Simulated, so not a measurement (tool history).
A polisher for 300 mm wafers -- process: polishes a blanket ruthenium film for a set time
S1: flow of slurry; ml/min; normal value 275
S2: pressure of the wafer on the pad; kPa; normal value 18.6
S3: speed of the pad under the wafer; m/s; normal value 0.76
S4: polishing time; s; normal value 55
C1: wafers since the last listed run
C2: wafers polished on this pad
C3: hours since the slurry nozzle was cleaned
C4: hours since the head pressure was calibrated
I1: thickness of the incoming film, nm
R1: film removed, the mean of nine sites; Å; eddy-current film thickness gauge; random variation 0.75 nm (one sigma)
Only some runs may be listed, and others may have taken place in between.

Run 1, hour 0: usual settings but S2 14.5 kPa, S4 69 s; C1 0; C2 2845; C3 407.6; C4 558.6; I1 583.4. Result: R1 480 Å.
At hour 10.6: head pressure recalibrated.
Run 2, hour 35.7: usual settings but S2 14.5 kPa, S4 69 s; C1 330; C2 3175; C3 443.3; C4 25.1; I1 588.6. Result: R1 534 Å.
At hour 40.9: worn pad replaced by a new one.
Run 3, hour 79.2: usual settings but S2 14.5 kPa, S4 69 s; C1 386; C2 374; C3 486.8; C4 68.6; I1 597.5. Result: R1 554 Å.
Run 4, hour 136.6: usual settings; C1 562; C2 937; C3 544.2; C4 126; I1 592.4. Result: R1 546 Å.
Run 5, hour 191: usual settings; C1 532; C2 1469; C3 598.6; C4 180.4; I1 590.2. Result: R1 532 Å.
Run 6, hour 236.2: usual settings but S1 205 ml/min; C1 442; C2 1912; C3 643.8; C4 225.6; I1 591.3. Result: R1 512 Å.
Run 7, hour 287: usual settings but S1 205 ml/min; C1 497; C2 2410; C3 694.6; C4 276.4; I1 587. Result: R1 509 Å.
Run 8, hour 324.6: usual settings; C1 368; C2 2778; C3 732.2; C4 314; I1 600.9. Result: R1 506 Å.
At hour 338.2: slurry nozzle cleaned.
At hour 387.8: worn pad replaced by a new one.
Run 9, hour 392.8: usual settings but S3 0.96 m/s; C1 619; C2 48; C3 54.6; C4 382.2; I1 591.8. Result: R1 653 Å.
Run 10, hour 424.2: usual settings but S3 0.96 m/s; C1 307; C2 356; C3 86; C4 413.6; I1 601.2. Result: R1 653 Å.
Run 11, hour 458.2: usual settings but S3 0.96 m/s; C1 333; C2 689; C3 120; C4 447.6; I1 587. Result: R1 649 Å.
Run 12, hour 504.8: usual settings; C1 456; C2 1145; C3 166.6; C4 494.2; I1 585.6. Result: R1 509 Å.
Run 13, hour 543.5: usual settings; C1 379; C2 1524; C3 205.3; C4 532.9; I1 591.3. Result: R1 509 Å.
Run 14, hour 609: usual settings; C1 641; C2 2166; C3 270.8; C4 598.4; I1 594.1. Result: R1 505 Å.
At hour 626.9: head pressure recalibrated.
Run 15, hour 641.6: usual settings but S4 63 s; C1 299; C2 2466; C3 303.4; C4 14.7; I1 593.8. Result: R1 630 Å.
Run 16, hour 668.5: usual settings but S4 63 s; C1 263; C2 2729; C3 330.3; C4 41.6; I1 591.6. Result: R1 604 Å.
Run 17, hour 718.2: usual settings but S1 335 ml/min; C1 486; C2 3216; C3 380; C4 91.3; I1 597.1. Result: R1 518 Å.
Run 18, hour 774.4: usual settings but S1 220 ml/min, S2 14.5 kPa, S3 0.6 m/s, S4 64 s; C1 550; C2 3767; C3 436.2; C4 147.5; I1 585.9. Result: R1 351 Å.
At hour 787.1: worn pad replaced by a new one.
Run 19, hour 959.2: usual settings but S1 235 ml/min, S2 24.1 kPa, S3 0.58 m/s, S4 47 s; C1 1771; C2 1685; C3 621; C4 332.3; I1 589.6. Result: R1 421 Å.
At hour 1101.3: slurry nozzle cleaned.
Run 20, hour 1134.7: usual settings but S2 16.5 kPa, S4 47 s; C1 1709; C2 3394; C3 33.4; C4 507.8; I1 593.2. Result: R1 362 Å.
Run 21, hour 1194.8: usual settings but S4 65 s; C1 588; C2 3983; C3 93.5; C4 567.9; I1 588.7. Result: R1 545 Å.
At hour 1199.1: worn pad replaced by a new one.
Run 22, hour 1228.6: usual settings; C1 291; C2 289; C3 127.3; C4 601.7; I1 590.1. Result: R1 491 Å.
At hour 1276: head pressure recalibrated.
Run 23, hour 1286.4: usual settings but S3 0.98 m/s; C1 546; C2 835; C3 185.1; C4 10.4; I1 587.4. Result: R1 740 Å.
Run 24, hour 1322.9: usual settings but S4 65 s; C1 357; C2 1193; C3 221.6; C4 46.9; I1 579.9. Result: R1 680 Å.
Run 25, hour 1374.9: usual settings; C1 509; C2 1702; C3 273.6; C4 98.9; I1 590.8. Result: R1 541 Å.
Run 26, hour 1444.5: usual settings but S1 330 ml/min, S2 24.1 kPa, S3 0.68 m/s, S4 39 s; C1 681; C2 2384; C3 343.2; C4 168.5; I1 583.6. Result: R1 423 Å.
Run 27, hour 1510.4: usual settings; C1 645; C2 3030; C3 409.1; C4 234.4; I1 581.3. Result: R1 511 Å.
Run 28, hour 1572.9: usual settings but S4 65 s; C1 612; C2 3642; C3 471.6; C4 296.9; I1 594.8. Result: R1 590 Å.
At hour 1591.4: worn pad replaced by a new one.
Run 29, hour 1599.1: usual settings; C1 217; C2 75; C3 497.8; C4 323.1; I1 576.9. Result: R1 521 Å.
Run 30, hour 1628.5: usual settings but S2 22.1 kPa; C1 287; C2 363; C3 527.2; C4 352.5; I1 584. Result: R1 616 Å.
Run 31, hour 1675: usual settings but S1 205 ml/min, S2 21.4 kPa, S3 0.98 m/s, S4 49 s; C1 455; C2 819; C3 573.7; C4 399; I1 585.1. Result: R1 693 Å.
Run 32, hour 1729: usual settings but S1 185 ml/min, S2 24.1 kPa, S3 0.6 m/s, S4 49 s; C1 528; C2 1348; C3 627.7; C4 453; I1 597.7. Result: R1 458 Å.
Run 33, hour 1788.4: usual settings but S1 230 ml/min, S4 37 s; C1 581; C2 1930; C3 687.1; C4 512.4; I1 582.2. Result: R1 344 Å.
Run 34, hour 1836.6: usual settings but S1 300 ml/min, S3 0.88 m/s; C1 472; C2 2402; C3 735.3; C4 560.6; I1 595.1. Result: R1 583 Å.

Same runs, no hidden state in the tool, same run-to-run variation:
Hidden state present: removal rate lost through wear of the pad, %; slurry flow missing at the pad, %; deviation of the head's pressure from its setpoint, %.
run   R1
  1  573
  2  572
  3  577
  4  583
  5  581
  6  570
  7  577
  8  582
  9  730
 10  733
 11  730
 12  577
 13  581
 14  584
 15  670
 16  656
 17  584
 18  411
 19  489
 20  445
 21  684
 22  578
 23  745
 24  701
 25  574
 26  466
 27  581
 28  691
 29  572
 30  678
 31  768
 32  512
 33  390
 34  668
